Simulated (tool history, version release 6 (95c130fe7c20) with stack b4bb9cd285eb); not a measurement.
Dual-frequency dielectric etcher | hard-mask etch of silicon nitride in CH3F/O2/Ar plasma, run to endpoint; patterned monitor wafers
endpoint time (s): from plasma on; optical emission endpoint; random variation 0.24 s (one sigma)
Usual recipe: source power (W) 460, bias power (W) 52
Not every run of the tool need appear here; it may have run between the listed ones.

run	hour	source power (W)	bias power (W)	incoming incoming film thickness, nm	endpoint time (s)
1	0	460	52	29.09	48.8
2	14.7	460	52	29.14	49.2
3	24.8	460	44	29.15	51.4
4	32.9	490	52	28.92	47.8
5	75.5	490	52	29.41	49
6	92.8	550	58	28.78	44.9
# hour 112.7: bias power generator calibrated
# hour 127.6: wet clean of the chamber
# hour 145.7: upper electrode replaced
7	146.2	550	58	28.84	43.6
8	146.5	460	52	29.04	48.4
9	146.9	460	52	29.08	48.2
10	147.2	500	40	29.12	49.8
# hour 169.2: source power generator calibrated
11	185.7	430	43	29.12	52.4
12	193.4	510	44	29.13	48
13	209.3	380	47	29.08	54.5
14	219.1	460	52	29.06	48.4
15	232.1	460	52	29.03	48.5
16	247.7	430	52	29.22	50.4

4 options for the next run, each taken on its own from the tool as it stands now. Forecast them:
A	248.1	460	47	29.24	?
B	248.1	400	41	29.24	?
C	248.1	400	63	29.24	?
D	248.1	560	56	29.24	?

run	endpoint time (s)
A	50.3
B	55
C	49.4
D	44.5
Without the tool's unlogged condition, the same runs would have read:
run	endpoint time (s)
A	49.3
B	53.9
C	48.4
D	43.6
